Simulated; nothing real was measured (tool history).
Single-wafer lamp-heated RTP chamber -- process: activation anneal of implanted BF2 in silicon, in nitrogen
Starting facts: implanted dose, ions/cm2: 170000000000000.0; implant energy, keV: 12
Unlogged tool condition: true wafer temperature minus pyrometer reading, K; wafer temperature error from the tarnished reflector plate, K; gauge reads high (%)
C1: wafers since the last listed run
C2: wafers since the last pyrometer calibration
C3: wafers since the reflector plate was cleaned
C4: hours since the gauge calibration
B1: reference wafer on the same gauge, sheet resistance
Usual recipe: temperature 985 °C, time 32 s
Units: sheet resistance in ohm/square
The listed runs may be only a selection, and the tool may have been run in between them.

{"run": 1, "hour": 0.0, "temperature": 985, "time": 41, "C1": 0, "C2": 1109, "C3": 8003, "C4": 165.2, "B1": 686.73, "sheet resistance": 684.21}
{"run": 2, "hour": 18.9, "temperature": 985, "time": 41, "C1": 284, "C2": 1394, "C3": 8288, "C4": 184.1, "B1": 686.72, "sheet resistance": 685.41}
{"run": 3, "hour": 34.2, "temperature": 985, "time": 41, "C1": 230, "C2": 1624, "C3": 8518, "C4": 199.4, "B1": 686.73, "sheet resistance": 685.86}
{"run": 4, "hour": 65.0, "temperature": 997, "time": 32, "C1": 464, "C2": 2089, "C3": 8983, "C4": 230.2, "B1": 686.45, "sheet resistance": 685.44}
{"run": 5, "hour": 96.4, "temperature": 985, "time": 32, "C1": 473, "C2": 2562, "C3": 9456, "C4": 261.6, "B1": 686.94, "sheet resistance": 688.18}
{"run": 6, "hour": 121.7, "temperature": 985, "time": 32, "C1": 381, "C2": 2943, "C3": 9837, "C4": 286.9, "B1": 686.96, "sheet resistance": 688.69}
{"run": 7, "hour": 139.5, "temperature": 985, "time": 32, "C1": 268, "C2": 3212, "C3": 10106, "C4": 304.7, "B1": 686.95, "sheet resistance": 686.35}
{"run": 8, "hour": 166.3, "temperature": 985, "time": 32, "C1": 404, "C2": 3616, "C3": 10510, "C4": 331.5, "B1": 686.67, "sheet resistance": 686.1}
{"run": 9, "hour": 196.5, "temperature": 985, "time": 21, "C1": 455, "C2": 4071, "C3": 10965, "C4": 361.7, "B1": 686.9, "sheet resistance": 691.49}
{"hour": 226.4, "done": "pyrometer window cleaned and pyrometer calibrated"}
{"run": 10, "hour": 226.9, "temperature": 985, "time": 21, "C1": 337, "C2": 7, "C3": 11303, "C4": 392.1, "B1": 687.41, "sheet resistance": 696.18}
{"run": 11, "hour": 233.2, "temperature": 985, "time": 32, "C1": 94, "C2": 102, "C3": 11398, "C4": 398.4, "B1": 687.25, "sheet resistance": 690.3}
{"run": 12, "hour": 262.3, "temperature": 985, "time": 32, "C1": 438, "C2": 540, "C3": 11836, "C4": 427.5, "B1": 687.62, "sheet resistance": 690.8}
{"run": 13, "hour": 286.5, "temperature": 955, "time": 45, "C1": 364, "C2": 905, "C3": 12201, "C4": 451.7, "B1": 686.93, "sheet resistance": 704.2}
{"run": 14, "hour": 317.7, "temperature": 985, "time": 32, "C1": 470, "C2": 1376, "C3": 12672, "C4": 482.9, "B1": 687.29, "sheet resistance": 688.96}
{"run": 15, "hour": 338.8, "temperature": 964, "time": 49, "C1": 318, "C2": 1694, "C3": 12990, "C4": 504.0, "B1": 686.93, "sheet resistance": 691.68}
{"run": 16, "hour": 355.4, "temperature": 1000, "time": 46, "C1": 250, "C2": 1944, "C3": 13240, "C4": 520.6, "B1": 687.17, "sheet resistance": 674.35}
{"hour": 366.0, "done": "gauge calibrated"}
{"run": 17, "hour": 375.2, "temperature": 985, "time": 32, "C1": 298, "C2": 2242, "C3": 13538, "C4": 9.2, "B1": 687.27, "sheet resistance": 687.99}
{"run": 18, "hour": 387.5, "temperature": 1001, "time": 51, "C1": 185, "C2": 2428, "C3": 13724, "C4": 21.5, "B1": 687.08, "sheet resistance": 671.6}
{"run": 19, "hour": 417.0, "temperature": 985, "time": 41, "C1": 444, "C2": 2873, "C3": 14169, "C4": 51.0, "B1": 687.11, "sheet resistance": 682.25}
{"hour": 434.4, "done": "reflector plate cleaned"}
{"run": 20, "hour": 434.8, "temperature": 993, "time": 44, "C1": 147, "C2": 3020, "C3": 5, "C4": 68.8, "B1": 686.77, "sheet resistance": 678.73}
{"run": 21, "hour": 470.1, "temperature": 974, "time": 16, "C1": 532, "C2": 3553, "C3": 537, "C4": 104.1, "B1": 687.1, "sheet resistance": 699.51}
{"run": 22, "hour": 489.0, "temperature": 985, "time": 32, "C1": 284, "C2": 3837, "C3": 822, "C4": 123.0, "B1": 686.66, "sheet resistance": 686.49}
{"hour": 501.2, "done": "pyrometer window cleaned and pyrometer calibrated"}
{"run": 23, "hour": 502.0, "temperature": 985, "time": 32, "C1": 75, "C2": 12, "C3": 898, "C4": 136.0, "B1": 687.15, "sheet resistance": 689.76}
{"run": 24, "hour": 525.7, "temperature": 999, "time": 22, "C1": 357, "C2": 369, "C3": 1255, "C4": 159.7, "B1": 687.25, "sheet resistance": 690.33}
{"run": 25, "hour": 546.7, "temperature": 999, "time": 19, "C1": 316, "C2": 686, "C3": 1571, "C4": 180.7, "B1": 687.14, "sheet resistance": 692.74}

The logged runs with the hidden state left out (each run's random variation unchanged):
run=1 sheet_resistance=684.81
run=2 sheet_resistance=686.25
run=3 sheet_resistance=686.93
run=4 sheet_resistance=686.90
run=5 sheet_resistance=690.22
run=6 sheet_resistance=691.33
run=7 sheet_resistance=689.46
run=8 sheet_resistance=690.02
run=9 sheet_resistance=695.28
run=10 sheet_resistance=696.28
run=11 sheet_resistance=690.44
run=12 sheet_resistance=691.02
run=13 sheet_resistance=705.41
run=14 sheet_resistance=689.64
run=15 sheet_resistance=693.83
run=16 sheet_resistance=675.80
run=17 sheet_resistance=689.56
run=18 sheet_resistance=673.83
run=19 sheet_resistance=685.14
run=20 sheet_resistance=682.25
run=21 sheet_resistance=703.39
run=22 sheet_resistance=691.17
run=23 sheet_resistance=690.17
run=24 sheet_resistance=690.70
run=25 sheet_resistance=693.14
